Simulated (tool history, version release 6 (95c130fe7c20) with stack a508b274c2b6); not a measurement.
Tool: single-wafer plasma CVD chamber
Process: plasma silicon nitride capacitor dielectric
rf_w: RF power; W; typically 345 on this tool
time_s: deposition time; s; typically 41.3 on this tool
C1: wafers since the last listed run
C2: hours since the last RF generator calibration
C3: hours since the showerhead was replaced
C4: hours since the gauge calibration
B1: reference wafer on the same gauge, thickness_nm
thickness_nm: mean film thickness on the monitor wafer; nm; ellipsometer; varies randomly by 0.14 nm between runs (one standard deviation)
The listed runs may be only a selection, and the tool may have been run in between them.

Run 1, hour 0.0: usual settings; C1 0; C2 816.6; C3 5755.9; C4 1004.3; B1 60.351. Result: thickness_nm 52.283 nm.
Run 2, hour 63.5: usual settings; C1 1109; C2 880.1; C3 5819.4; C4 1067.8; B1 60.353. Result: thickness_nm 52.688 nm.
Run 3, hour 92.4: usual settings; C1 504; C2 909.0; C3 5848.3; C4 1096.7; B1 60.436. Result: thickness_nm 52.377 nm.
Run 4, hour 121.4: usual settings but rf_w 325 W, time_s 44.4 s; C1 506; C2 938.0; C3 5877.3; C4 1125.7; B1 60.384. Result: thickness_nm 55.154 nm.
Run 5, hour 191.5: usual settings but rf_w 325 W, time_s 44.4 s; C1 1224; C2 1008.1; C3 5947.4; C4 1195.8; B1 60.396. Result: thickness_nm 55.267 nm.
Run 6, hour 238.5: usual settings but rf_w 325 W, time_s 44.4 s; C1 821; C2 1055.1; C3 5994.4; C4 1242.8; B1 60.379. Result: thickness_nm 54.871 nm.
Run 7, hour 304.8: usual settings; C1 1158; C2 1121.4; C3 6060.7; C4 1309.1; B1 60.392. Result: thickness_nm 52.468 nm.
Run 8, hour 372.8: usual settings; C1 1188; C2 1189.4; C3 6128.7; C4 1377.1; B1 60.383. Result: thickness_nm 52.647 nm.
Run 9, hour 409.8: usual settings; C1 646; C2 1226.4; C3 6165.7; C4 1414.1; B1 60.342. Result: thickness_nm 52.426 nm.
Run 10, hour 461.4: usual settings but time_s 46.1 s; C1 901; C2 1278.0; C3 6217.3; C4 1465.7; B1 60.387. Result: thickness_nm 58.625 nm.
Run 11, hour 518.3: usual settings but rf_w 290 W; C1 994; C2 1334.9; C3 6274.2; C4 1522.6; B1 60.412. Result: thickness_nm 48.545 nm.
At hour 573.5: RF generator calibrated.
Run 12, hour 575.6: usual settings but rf_w 290 W; C1 861; C2 2.1; C3 6331.5; C4 1579.9; B1 60.402. Result: thickness_nm 48.791 nm.
Run 13, hour 609.7: usual settings but rf_w 290 W; C1 595; C2 36.2; C3 6365.6; C4 1614.0; B1 60.469. Result: thickness_nm 48.564 nm.
Run 14, hour 641.0: usual settings; C1 546; C2 67.5; C3 6396.9; C4 1645.3; B1 60.386. Result: thickness_nm 52.341 nm.
Run 15, hour 682.1: usual settings; C1 718; C2 108.6; C3 6438.0; C4 1686.4; B1 60.398. Result: thickness_nm 52.381 nm.
Run 16, hour 717.5: usual settings; C1 618; C2 144.0; C3 6473.4; C4 1721.8; B1 60.381. Result: thickness_nm 52.246 nm.
At hour 766.9: gauge calibrated.
Run 17, hour 833.3: usual settings but rf_w 405 W, time_s 38.9 s; C1 2023; C2 259.8; C3 6589.2; C4 66.4; B1 60.384. Result: thickness_nm 52.773 nm.
Run 18, hour 886.4: usual settings but rf_w 375 W, time_s 49.0 s; C1 927; C2 312.9; C3 6642.3; C4 119.5; B1 60.374. Result: thickness_nm 64.678 nm.
Run 19, hour 948.8: usual settings but rf_w 375 W; C1 1090; C2 375.3; C3 6704.7; C4 181.9; B1 60.394. Result: thickness_nm 54.236 nm.
Run 20, hour 1004.7: usual settings but time_s 34.9 s; C1 976; C2 431.2; C3 6760.6; C4 237.8; B1 60.442. Result: thickness_nm 44.273 nm.
Run 21, hour 1052.1: usual settings but time_s 45.9 s; C1 828; C2 478.6; C3 6808.0; C4 285.2; B1 60.399. Result: thickness_nm 58.275 nm.
At hour 1077.5: showerhead replaced.
Run 22, hour 1084.8: usual settings but rf_w 410 W, time_s 33.9 s; C1 431; C2 511.3; C3 7.3; C4 317.9; B1 60.419. Result: thickness_nm 46.257 nm.
Run 23, hour 1126.6: usual settings but rf_w 415 W, time_s 38.7 s; C1 730; C2 553.1; C3 49.1; C4 359.7; B1 60.415. Result: thickness_nm 53.058 nm.
Run 24, hour 1165.5: usual settings but rf_w 295 W, time_s 47.5 s; C1 679; C2 592.0; C3 88.0; C4 398.6; B1 60.412. Result: thickness_nm 56.468 nm.
Run 25, hour 1219.1: usual settings but rf_w 325 W, time_s 37.9 s; C1 936; C2 645.6; C3 141.6; C4 452.2; B1 60.437. Result: thickness_nm 46.782 nm.
Run 26, hour 1256.4: usual settings but rf_w 400 W, time_s 44.2 s; C1 651; C2 682.9; C3 178.9; C4 489.5; B1 60.349. Result: thickness_nm 59.568 nm.
Run 27, hour 1305.9: usual settings; C1 864; C2 732.4; C3 228.4; C4 539.0; B1 60.401. Result: thickness_nm 52.572 nm.
Run 28, hour 1354.0: usual settings but rf_w 400 W, time_s 47.3 s; C1 840; C2 780.5; C3 276.5; C4 587.1; B1 60.411. Result: thickness_nm 63.975 nm.
Run 29, hour 1418.9: usual settings but rf_w 320 W, time_s 44.7 s; C1 1133; C2 845.4; C3 341.4; C4 652.0; B1 60.405. Result: thickness_nm 55.032 nm.
Run 30, hour 1461.6: usual settings but rf_w 305 W, time_s 46.8 s; C1 746; C2 888.1; C3 384.1; C4 694.7; B1 60.356. Result: thickness_nm 56.396 nm.
Run 31, hour 1493.6: usual settings but rf_w 305 W, time_s 46.8 s; C1 559; C2 920.1; C3 416.1; C4 726.7; B1 60.374. Result: thickness_nm 56.291 nm.
Run 32, hour 1529.3: usual settings; C1 623; C2 955.8; C3 451.8; C4 762.4; B1 60.433. Result: thickness_nm 52.555 nm.
Run 33, hour 1558.3: usual settings; C1 506; C2 984.8; C3 480.8; C4 791.4; B1 60.425. Result: thickness_nm 52.552 nm.

Exercise: give the hidden state of the tool at every run:
delivered RF power above the setpoint (%): 0 in every run
gauge reads high (%): 0 in every run
